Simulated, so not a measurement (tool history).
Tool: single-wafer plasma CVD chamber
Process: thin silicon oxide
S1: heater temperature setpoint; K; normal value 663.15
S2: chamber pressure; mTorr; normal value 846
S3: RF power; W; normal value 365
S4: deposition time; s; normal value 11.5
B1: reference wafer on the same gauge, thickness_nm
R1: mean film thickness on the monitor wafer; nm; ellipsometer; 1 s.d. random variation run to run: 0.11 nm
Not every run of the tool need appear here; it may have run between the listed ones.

run	day	S1	S2	S3	S4	B1	R1
1	0.000	673.15	846	365	11.5	28.079	23.869
# day 2.408: showerhead replaced
2	3.304	673.15	846	365	11.5	28.072	23.720
3	7.046	663.15	846	365	11.5	28.045	23.723
4	8.642	663.15	846	365	11.5	28.091	23.760
5	12.146	663.15	846	365	11.5	28.166	23.677
6	15.696	663.15	846	365	11.5	28.085	23.672
7	18.379	672.15	846	295	9.6	28.122	18.229
8	20.112	663.15	846	400	12.4	28.095	26.267
# day 20.571: gauge calibrated
9	22.275	663.15	905	365	11.5	28.048	25.233
10	26.588	663.15	846	365	11.5	28.127	23.698
# day 30.088: capacitance manometer re-zeroed and calibrated
11	30.108	663.15	846	365	11.5	28.141	23.771
12	32.496	663.15	846	365	11.5	28.075	23.604
13	35.425	658.15	756	430	13.2	28.113	25.474
14	37.262	663.15	738	365	11.5	28.036	20.406
15	41.267	649.15	970	390	9.9	28.118	23.820

Run 16 is up next; what results do you expect?
# day 42.933: thermocouple changed; heater temperature recalibrated
16	44.875	663.15	846	365	9.9	?	?

B1: 28.075
R1: 20.329 nm
Had the tool carried no hidden state, the very same run would have given R1 20.572 nm.
